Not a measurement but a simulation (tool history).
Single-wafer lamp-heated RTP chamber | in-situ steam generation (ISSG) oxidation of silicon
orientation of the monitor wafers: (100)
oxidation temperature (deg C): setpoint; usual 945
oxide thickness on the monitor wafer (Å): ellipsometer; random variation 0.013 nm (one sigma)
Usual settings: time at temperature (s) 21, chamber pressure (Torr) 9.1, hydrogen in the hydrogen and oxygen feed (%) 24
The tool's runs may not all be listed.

run,hour,oxidation temperature (deg C),time at temperature (s),chamber pressure (Torr),hydrogen in the hydrogen and oxygen feed (%),"read-back reference wafer on the same gauge, thickness",oxide thickness on the monitor wafer (Å)
1,0,945,21,9.1,24,4.521,44.86
2,15.1,945,21,9.1,24,4.519,44.89
3,30.8,937,21,9.1,24,4.516,43.87
4,43.6,945,21,10.1,26,4.524,45.1
5,54.5,945,21,10.1,26,4.52,45.07
6,68,945,21,10.1,26,4.523,45.09
7,106.2,945,18,9.1,24,4.524,42.23
8,123.7,945,18,9.1,24,4.523,42.51
9,139.9,945,21,9.1,24,4.512,45.44
# hour 149: hydrogen flow controller replaced
10,149.5,945,21,9.1,18,4.521,42.6
11,157.3,945,21,9.1,18,4.522,42.42
12,174.9,945,21,10.1,24,4.516,44.65
13,189.7,945,21,10.1,24,4.522,44.54
# hour 199.6: pyrometer window cleaned and pyrometer calibrated
14,202.3,930,21,9.1,24,4.518,42.32
# hour 220.5: pressure gauge zeroed
15,221,945,21,8.5,24,4.525,44.45
16,223.7,960,24,10.1,32,4.521,51.14
17,240.8,945,27,9.1,24,4.519,48.86
18,253.3,945,21,9.1,28,4.521,45.8
# hour 263.7: gauge calibrated
19,265.7,945,21,10.1,26,4.517,44.31
20,281.8,945,21,9.1,24,4.515,44.14
21,295.9,930,27,9.1,31,4.517,49.69
22,306,945,21,9.1,24,4.524,44.12
23,322.5,934,26,9.1,20,4.511,44.91
24,337.9,951,29,9.1,24,4.513,51.73
25,347.1,945,21,9.1,24,4.519,44.2
26,356.5,945,28,9.1,15,4.522,45.34
27,363.1,945,26,9.1,24,4.522,48.29
28,391.6,945,21,9.1,24,4.521,44.2
29,402.9,945,21,7.7,30,4.525,47.42

Run 30 comes next. What will it give?
30,416.6,945,26,9.1,15,?,?

read-back reference wafer on the same gauge, thickness: 4.519
oxide thickness on the monitor wafer (Å): 43.96
Without the tool's hidden state the same run would have given oxide thickness on the monitor wafer (Å) 43.43.

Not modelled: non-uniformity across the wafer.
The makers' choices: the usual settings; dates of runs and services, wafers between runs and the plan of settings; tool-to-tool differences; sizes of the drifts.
